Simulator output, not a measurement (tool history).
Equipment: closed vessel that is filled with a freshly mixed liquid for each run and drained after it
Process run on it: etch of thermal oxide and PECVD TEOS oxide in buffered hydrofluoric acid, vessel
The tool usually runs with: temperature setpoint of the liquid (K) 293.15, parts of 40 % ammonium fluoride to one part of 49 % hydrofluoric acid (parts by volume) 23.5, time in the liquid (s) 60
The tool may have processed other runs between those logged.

run,hour,temperature setpoint of the liquid (K),parts of 40 % ammonium fluoride to one part of 49 % hydrofluoric acid (parts by volume),time in the liquid (s),wafers since the last listed run,hours since the thermometer was replaced,hours since the hydrofluoric acid flow meter was replaced,hours since the gauge calibration,"read-back film thickness of the thermal oxide reference wafer, read on the same gauge (nm)","read-back film thickness of the PECVD TEOS oxide reference wafer, read on the same gauge (nm)",thickness taken off the thermal oxide on a monitor wafer (angstrom),thickness taken off the PECVD TEOS oxide on a monitor wafer (angstrom)
1,0.0,293.15,23.5,75,0,2823.3,1517.6,259.2,99.97,140.01,296.0,519.6
2,11.4,293.15,23.5,75,994,2834.7,1529.0,270.6,100.01,140.00,296.1,520.5
3,18.0,293.15,23.5,75,575,2841.3,1535.6,277.2,100.01,140.00,296.4,521.8
4,24.5,293.15,23.5,60,567,2847.8,1542.1,283.7,100.00,140.02,235.3,418.9
5,39.0,293.15,27.5,60,1264,2862.3,1556.6,298.2,100.00,140.01,213.0,375.4
# hour 48.0: thermometer replaced
6,51.8,296.15,23.5,70,1029,3.8,1569.4,311.0,100.01,140.00,364.7,637.6
7,62.4,296.15,23.5,70,924,14.4,1580.0,321.6,100.00,140.02,364.1,649.6
8,72.7,296.15,23.5,70,898,24.7,1590.3,331.9,100.00,140.01,364.0,643.3
9,82.8,297.65,23.5,60,881,34.8,1600.4,342.0,99.98,140.02,338.1,604.4
10,100.5,295.15,23.5,35,1544,52.5,1618.1,359.7,99.99,140.01,174.5,302.3
# hour 114.5: hydrofluoric acid flow meter replaced
11,115.0,293.15,23.5,60,1177,67.0,0.5,374.2,100.03,140.00,244.0,428.3
12,129.8,293.15,30.0,60,1291,81.8,15.3,389.0,100.00,139.98,206.7,362.0
13,137.1,290.15,30.0,30,636,89.1,22.6,396.3,99.98,139.99,87.7,153.2
# hour 141.3: gauge calibrated
14,154.8,293.15,26.5,95,1544,106.8,40.3,13.5,100.00,139.99,353.7,625.0
15,165.4,290.15,20.0,90,924,117.4,50.9,24.1,100.01,140.02,342.5,613.5
16,180.9,293.15,23.5,60,1352,132.9,66.4,39.6,100.00,139.99,244.9,431.9
17,197.5,291.15,23.5,60,1448,149.5,83.0,56.2,99.99,140.01,218.6,383.7
18,203.9,293.15,23.5,60,558,155.9,89.4,62.6,100.00,140.01,243.1,428.6
19,220.9,290.15,23.5,30,1482,172.9,106.4,79.6,99.99,139.99,102.8,183.0
20,235.8,293.15,23.5,60,1299,187.8,121.3,94.5,99.99,139.98,243.5,430.5
21,244.0,290.15,23.5,80,715,196.0,129.5,102.7,100.00,140.00,273.3,484.3
22,252.2,293.15,23.5,60,715,204.2,137.7,110.9,100.01,140.02,243.5,435.6
23,268.2,290.15,23.5,80,1395,220.2,153.7,126.9,99.99,140.00,277.4,486.3
24,285.7,295.15,29.5,80,1526,237.7,171.2,144.4,99.98,140.01,311.8,547.9
25,298.8,291.15,27.5,35,1142,250.8,184.3,157.5,99.98,140.01,114.6,202.6
26,316.4,294.65,29.0,35,1535,268.4,201.9,175.1,99.99,140.00,133.9,234.5
27,326.2,293.15,23.5,60,854,278.2,211.7,184.9,99.99,140.01,246.0,432.6

For some of the steps in thickness taken off the thermal oxide on a monitor wafer (angstrom) from one run to the next: how much would appear even if the tool had no hidden state, given the settings, what came in and random variation, and how much remains for the hidden state plus any gauge scatter that the measured result and the result without hidden state don't share?
The tool's hidden condition here consists of: liquid colder than its thermometer reads (K); hydrofluoric acid flow above the setpoint (%); gauge reads high (%).
Run 5 -> 6: temperature setpoint of the liquid (K) 293.15 -> 296.15, parts of 40 % ammonium fluoride to one part of 49 % hydrofluoric acid (parts by volume) 27.5 -> 23.5, time in the liquid (s) 60 -> 70, thermometer replaced. thickness taken off the thermal oxide on a monitor wafer (angstrom) +151.7: hidden state +31.6, all else +120.1.
Run 10 -> 11: temperature setpoint of the liquid (K) 295.15 -> 293.15, time in the liquid (s) 35 -> 60, hydrofluoric acid flow meter replaced. thickness taken off the thermal oxide on a monitor wafer (angstrom) +69.5: hidden state -15.8, all else +85.3.
Run 13 -> 14: temperature setpoint of the liquid (K) 290.15 -> 293.15, parts of 40 % ammonium fluoride to one part of 49 % hydrofluoric acid (parts by volume) 30.0 -> 26.5, time in the liquid (s) 30 -> 95, gauge calibrated. thickness taken off the thermal oxide on a monitor wafer (angstrom) +266.0: hidden state -7.1, all else +273.1.
Run 24 -> 25: temperature setpoint of the liquid (K) 295.15 -> 291.15, parts of 40 % ammonium fluoride to one part of 49 % hydrofluoric acid (parts by volume) 29.5 -> 27.5, time in the liquid (s) 80 -> 35. thickness taken off the thermal oxide on a monitor wafer (angstrom) -197.2: hidden state +5.1, all else -202.3.
